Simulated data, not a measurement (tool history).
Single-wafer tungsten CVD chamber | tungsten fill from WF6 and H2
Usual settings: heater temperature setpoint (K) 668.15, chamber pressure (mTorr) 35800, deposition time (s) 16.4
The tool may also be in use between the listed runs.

| run | hour | heater temperature setpoint (K) | chamber pressure (mTorr) | deposition time (s) | read-back reference wafer on the same gauge, thickness_nm | mean film thickness on the monitor wafer (angstrom) |
|---|---|---|---|---|---|---|
| 1 | 0.0 | 668.15 | 33300 | 16.4 | 46.458 | 393.54 |
| 2 | 11.0 | 668.15 | 33000 | 13.8 | 46.355 | 331.01 |
| 3 | 20.9 | 668.15 | 33000 | 13.8 | 46.413 | 328.70 |
| 4 | 29.2 | 668.15 | 35800 | 16.4 | 46.383 | 403.47 |
| 5 | 41.9 | 663.15 | 35800 | 16.4 | 46.434 | 357.36 |
| 6 | 56.8 | 663.15 | 35800 | 16.4 | 46.370 | 358.62 |
| 7 | 64.3 | 663.15 | 35800 | 16.4 | 46.434 | 357.58 |
| 8 | 75.5 | 668.15 | 35800 | 16.4 | 46.406 | 401.57 |
| 9 | 81.8 | 668.15 | 35800 | 16.4 | 46.405 | 399.92 |
| 10 | 90.6 | 668.15 | 35800 | 16.4 | 46.393 | 397.87 |
| 11 | 103.4 | 679.15 | 39200 | 16.4 | 46.373 | 522.06 |
| 12 | 111.6 | 679.15 | 39200 | 16.4 | 46.389 | 520.07 |
| 13 | 124.1 | 668.15 | 35800 | 18.2 | 46.349 | 440.59 |
| 14 | 137.6 | 668.15 | 33000 | 13.8 | 46.402 | 323.86 |
|  | 141.4 | gauge calibrated |
| 15 | 145.9 | 659.15 | 43500 | 13.7 | 46.421 | 289.36 |

Forecast run 16:
|  | 171.9 | thermocouple changed; heater temperature recalibrated |
| 16 | 172.4 | 668.15 | 35800 | 16.4 | ? | ? |

read-back reference wafer on the same gauge, thickness_nm: 46.373
mean film thickness on the monitor wafer (angstrom): 453.01
Without the tool's hidden state the same run would have given mean film thickness on the monitor wafer (angstrom) 453.90.

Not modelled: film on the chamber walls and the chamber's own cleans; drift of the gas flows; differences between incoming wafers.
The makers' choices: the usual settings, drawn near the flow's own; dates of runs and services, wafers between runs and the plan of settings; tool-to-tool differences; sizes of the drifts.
